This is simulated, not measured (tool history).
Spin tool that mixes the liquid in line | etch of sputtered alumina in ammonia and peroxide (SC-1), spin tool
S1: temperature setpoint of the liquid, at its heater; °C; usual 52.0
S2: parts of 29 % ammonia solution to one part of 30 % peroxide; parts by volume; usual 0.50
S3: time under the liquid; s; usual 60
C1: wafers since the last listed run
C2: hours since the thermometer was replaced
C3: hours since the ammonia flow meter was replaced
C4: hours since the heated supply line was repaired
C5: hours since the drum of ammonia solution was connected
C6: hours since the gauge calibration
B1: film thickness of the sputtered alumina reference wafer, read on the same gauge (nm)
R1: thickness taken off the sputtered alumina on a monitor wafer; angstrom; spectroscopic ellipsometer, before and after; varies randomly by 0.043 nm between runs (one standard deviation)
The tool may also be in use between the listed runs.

Run 1, hour 0.0: usual settings but S2 0.35 parts by volume; C1 0; C2 1078.6; C3 185.1; C4 3172.1; C5 501.9; C6 2500.6; B1 120.050. Result: R1 40.87 angstrom.
Run 2, hour 49.5: usual settings; C1 659; C2 1128.1; C3 234.6; C4 3221.6; C5 551.4; C6 2550.1; B1 119.989. Result: R1 42.09 angstrom.
At hour 68.2: new drum of ammonia solution connected.
Run 3, hour 116.1: usual settings; C1 874; C2 1194.7; C3 301.2; C4 3288.2; C5 47.9; C6 2616.7; B1 120.002. Result: R1 41.41 angstrom.
At hour 117.2: thermometer replaced.
At hour 164.1: heated supply line repaired.
Run 4, hour 164.6: usual settings but S3 70 s; C1 619; C2 47.4; C3 349.7; C4 0.5; C5 96.4; C6 2665.2; B1 120.019. Result: R1 53.73 angstrom.
At hour 210.2: gauge calibrated.
Run 5, hour 213.6: usual settings; C1 653; C2 96.4; C3 398.7; C4 49.5; C5 145.4; C6 3.4; B1 120.067. Result: R1 46.04 angstrom.
Run 6, hour 267.5: usual settings but S1 44.0 °C, S2 0.65 parts by volume, S3 50 s; C1 718; C2 150.3; C3 452.6; C4 103.4; C5 199.3; C6 57.3; B1 120.005. Result: R1 25.20 angstrom.
Run 7, hour 329.1: usual settings but S3 25 s; C1 821; C2 211.9; C3 514.2; C4 165.0; C5 260.9; C6 118.9; B1 119.996. Result: R1 19.26 angstrom.
Run 8, hour 367.0: usual settings; C1 505; C2 249.8; C3 552.1; C4 202.9; C5 298.8; C6 156.8; B1 120.003. Result: R1 46.16 angstrom.
Run 9, hour 429.8: usual settings but S1 56.5 °C, S2 0.35 parts by volume, S3 45 s; C1 837; C2 312.6; C3 614.9; C4 265.7; C5 361.6; C6 219.6; B1 119.964. Result: R1 41.10 angstrom.
Run 10, hour 557.6: usual settings but S2 0.60 parts by volume, S3 85 s; C1 1703; C2 440.4; C3 742.7; C4 393.5; C5 489.4; C6 347.4; B1 119.991. Result: R1 65.14 angstrom.
Run 11, hour 627.3: usual settings; C1 929; C2 510.1; C3 812.4; C4 463.2; C5 559.1; C6 417.1; B1 120.002. Result: R1 45.72 angstrom.
At hour 671.5: new drum of ammonia solution connected.
Run 12, hour 680.4: usual settings but S1 61.5 °C, S3 90 s; C1 694; C2 563.2; C3 865.5; C4 516.3; C5 8.9; C6 470.2; B1 119.988. Result: R1 112.66 angstrom.
Run 13, hour 741.3: usual settings but S3 80 s; C1 811; C2 624.1; C3 926.4; C4 577.2; C5 69.8; C6 531.1; B1 120.009. Result: R1 60.61 angstrom.
Run 14, hour 787.2: usual settings; C1 611; C2 670.0; C3 972.3; C4 623.1; C5 115.7; C6 577.0; B1 119.997. Result: R1 44.09 angstrom.
Run 15, hour 843.0: usual settings but S1 49.0 °C, S2 0.60 parts by volume, S3 50 s; C1 743; C2 725.8; C3 1028.1; C4 678.9; C5 171.5; C6 632.8; B1 120.015. Result: R1 32.04 angstrom.
Run 16, hour 870.8: usual settings; C1 370; C2 753.6; C3 1055.9; C4 706.7; C5 199.3; C6 660.6; B1 119.989. Result: R1 44.44 angstrom.
Run 17, hour 897.5: usual settings but S2 0.25 parts by volume, S3 80 s; C1 355; C2 780.3; C3 1082.6; C4 733.4; C5 226.0; C6 687.3; B1 120.022. Result: R1 55.37 angstrom.
Run 18, hour 934.5: usual settings but S1 48.0 °C; C1 493; C2 817.3; C3 1119.6; C4 770.4; C5 263.0; C6 724.3; B1 119.960. Result: R1 35.18 angstrom.
Run 19, hour 959.2: usual settings but S1 59.0 °C, S2 0.40 parts by volume; C1 329; C2 842.0; C3 1144.3; C4 795.1; C5 287.7; C6 749.0; B1 119.971. Result: R1 63.13 angstrom.
Run 20, hour 1025.9: usual settings but S1 48.0 °C, S2 0.40 parts by volume, S3 30 s; C1 889; C2 908.7; C3 1211.0; C4 861.8; C5 354.4; C6 815.7; B1 120.034. Result: R1 17.36 angstrom.
Run 21, hour 1079.1: usual settings but S3 30 s; C1 709; C2 961.9; C3 1264.2; C4 915.0; C5 407.6; C6 868.9; B1 120.019. Result: R1 21.93 angstrom.
Run 22, hour 1115.6: usual settings; C1 486; C2 998.4; C3 1300.7; C4 951.5; C5 444.1; C6 905.4; B1 119.978. Result: R1 43.49 angstrom.
Run 23, hour 1155.9: usual settings but S2 0.40 parts by volume, S3 85 s; C1 537; C2 1038.7; C3 1341.0; C4 991.8; C5 484.4; C6 945.7; B1 120.005. Result: R1 60.29 angstrom.

5 ways to go on from here, each from the tool as it stands after run 23. What would each give?
Run A, hour 1156.3: usual settings but S3 85 s; C1 5; C2 1039.1; C3 1341.4; C4 992.2; C5 484.8; C6 946.1; B1 ?. Result: R1 ?.
Run B, hour 1156.3: usual settings but S2 0.25 parts by volume; C1 5; C2 1039.1; C3 1341.4; C4 992.2; C5 484.8; C6 946.1; B1 ?. Result: R1 ?.
Run C, hour 1156.3: usual settings but S2 0.30 parts by volume, S3 40 s; C1 5; C2 1039.1; C3 1341.4; C4 992.2; C5 484.8; C6 946.1; B1 ?. Result: R1 ?.
Run D, hour 1156.3: usual settings but S1 55.5 °C, S2 0.40 parts by volume, S3 50 s; C1 5; C2 1039.1; C3 1341.4; C4 992.2; C5 484.8; C6 946.1; B1 ?. Result: R1 ?.
Run E, hour 1156.3: usual settings but S1 60.5 °C; C1 5; C2 1039.1; C3 1341.4; C4 992.2; C5 484.8; C6 946.1; B1 ?. Result: R1 ?.

run       B1     R1
  A  120.039  62.32
  B  120.039  41.18
  C  120.039  27.94
  D  120.039  43.38
  E  120.039  69.15
Had the tool no hidden state, the same runs would have come out as:
run     R1
  A  67.16
  B  44.38
  C  30.10
  D  46.66
  E  74.20
